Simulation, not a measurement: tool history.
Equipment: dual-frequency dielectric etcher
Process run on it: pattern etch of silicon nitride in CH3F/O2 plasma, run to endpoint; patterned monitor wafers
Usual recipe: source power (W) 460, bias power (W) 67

run	day	source power (W)	bias power (W)	incoming incoming film thickness, nm	endpoint time (s)
1	0	460	67	83.2	88.3
# day 1.046: wet clean of the chamber
2	2.121	460	67	82.3	90.1
3	5.746	460	67	83	92
4	9.942	410	60	83.1	96.4
5	13.679	460	57	82.3	91.1
# day 15.862: wet clean of the chamber
6	17.429	460	57	82.9	89.5
# day 19.825: upper electrode replaced
7	21.483	380	54	81.9	95.8
8	24.571	530	67	83.2	80.9
# day 28.004: wet clean of the chamber, repeated, since the last time left the tool worse
9	28.892	570	54	82.1	85.2
# day 29.979: source power generator calibrated
10	33.342	370	84	83	93.5
11	35.783	570	54	83.1	84.7
12	38.638	400	67	83.6	94.8
# day 40.45: bias power generator calibrated
13	41.408	460	57	83.3	91.5
# day 44.429: wet clean of the chamber
14	44.45	410	63	82.9	95.4
15	48.062	350	57	83.3	104.3
16	52.442	530	80	83.2	83.2

Consider 4 possible next runs. They are alternatives, not a sequence: every one starts from the tool as it was left by run 16. What does each give?
A	52.462	460	67	83.6	?
B	52.462	580	54	83.6	?
C	52.462	500	62	83.6	?
D	52.462	490	58	83.6	?

run	endpoint time (s)
A	90.6
B	85.8
C	88.9
D	90.6
With no hidden state in the tool, these same runs would have given:
run	endpoint time (s)
A	91.8
B	86.8
C	90
D	91.7
